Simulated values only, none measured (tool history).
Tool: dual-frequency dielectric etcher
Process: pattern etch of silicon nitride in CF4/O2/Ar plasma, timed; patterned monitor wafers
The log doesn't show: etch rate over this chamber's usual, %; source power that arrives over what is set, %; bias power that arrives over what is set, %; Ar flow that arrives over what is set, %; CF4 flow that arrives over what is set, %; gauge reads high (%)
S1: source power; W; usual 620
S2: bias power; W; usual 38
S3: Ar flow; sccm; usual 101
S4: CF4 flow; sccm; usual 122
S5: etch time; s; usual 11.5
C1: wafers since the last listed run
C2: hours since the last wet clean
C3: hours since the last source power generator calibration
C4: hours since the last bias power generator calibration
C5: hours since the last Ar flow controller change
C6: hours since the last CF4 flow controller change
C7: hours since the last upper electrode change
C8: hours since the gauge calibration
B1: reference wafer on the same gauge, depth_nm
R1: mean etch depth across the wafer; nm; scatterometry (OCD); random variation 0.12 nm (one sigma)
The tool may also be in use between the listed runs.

run 1 hour=0.0 | S1=730 S2=31 S3=119 S4=122 S5=14.5 | C1=0 C2=94.2 C3=2029.5 C4=2971.1 C5=3287.7 C6=21.9 C7=4708.5 C8=3129.7 | B1=27.27 | R1=33.24
-- hour=37.6 gauge calibrated
run 2 hour=46.5 | S1=620 S2=38 S3=101 S4=122 S5=10.5 | C1=1007 C2=140.7 C3=2076.0 C4=3017.6 C5=3334.2 C6=68.4 C7=4755.0 C8=8.9 | B1=27.28 | R1=23.57
run 3 hour=107.3 | S1=620 S2=38 S3=101 S4=122 S5=15.0 | C1=1317 C2=201.5 C3=2136.8 C4=3078.4 C5=3395.0 C6=129.2 C7=4815.8 C8=69.7 | B1=27.30 | R1=34.11
run 4 hour=169.5 | S1=620 S2=38 S3=101 S4=133 S5=11.5 | C1=1347 C2=263.7 C3=2199.0 C4=3140.6 C5=3457.2 C6=191.4 C7=4878.0 C8=131.9 | B1=27.31 | R1=26.43
run 5 hour=259.0 | S1=740 S2=38 S3=86 S4=110 S5=10.0 | C1=1939 C2=353.2 C3=2288.5 C4=3230.1 C5=3546.7 C6=280.9 C7=4967.5 C8=221.4 | B1=27.31 | R1=25.97
-- hour=551.0 wet clean of the chamber
-- hour=555.3 Ar flow controller replaced
run 6 hour=558.7 | S1=620 S2=28 S3=101 S4=103 S5=11.5 | C1=5880 C2=7.7 C3=2588.2 C4=3529.8 C5=3.4 C6=580.6 C7=5267.2 C8=521.1 | B1=27.28 | R1=21.12
run 7 hour=624.4 | S1=620 S2=38 S3=101 S4=122 S5=11.5 | C1=1423 C2=73.4 C3=2653.9 C4=3595.5 C5=69.1 C6=646.3 C7=5332.9 C8=586.8 | B1=27.29 | R1=25.85
run 8 hour=721.4 | S1=620 S2=32 S3=101 S4=110 S5=11.5 | C1=2102 C2=170.4 C3=2750.9 C4=3692.5 C5=166.1 C6=743.3 C7=5429.9 C8=683.8 | B1=27.28 | R1=23.25
run 9 hour=808.7 | S1=620 S2=42 S3=101 S4=122 S5=11.5 | C1=1891 C2=257.7 C3=2838.2 C4=3779.8 C5=253.4 C6=830.6 C7=5517.2 C8=771.1 | B1=27.29 | R1=27.37
-- hour=920.2 source power generator calibrated
run 10 hour=997.1 | S1=680 S2=38 S3=101 S4=122 S5=9.0 | C1=3996 C2=446.1 C3=76.9 C4=3968.2 C5=441.8 C6=1019.0 C7=5705.6 C8=959.5 | B1=27.32 | R1=22.58
run 11 hour=1050.9 | S1=620 S2=38 S3=101 S4=122 S5=11.5 | C1=1165 C2=499.9 C3=130.7 C4=4022.0 C5=495.6 C6=1072.8 C7=5759.4 C8=1013.3 | B1=27.33 | R1=26.57
-- hour=1154.9 bias power generator calibrated
-- hour=1202.9 upper electrode replaced
-- hour=1215.0 wet clean of the chamber
run 12 hour=1241.3 | S1=620 S2=38 S3=101 S4=122 S5=11.5 | C1=3255 C2=26.3 C3=321.1 C4=86.4 C5=686.0 C6=1263.2 C7=38.4 C8=1203.7 | B1=27.28 | R1=26.59

Run 13 comes next. What will it give?
run 13 hour=1339.0 | S1=620 S2=38 S3=101 S4=122 S5=11.5 | C1=2117 C2=124.0 C3=418.8 C4=184.1 C5=783.7 C6=1360.9 C7=136.1 C8=1301.4 | B1=? | R1=?

{"run 13": {"B1": 27.31, "R1": 26.82}}
Without the tool's hidden state the same run would have given R1 25.52 nm.
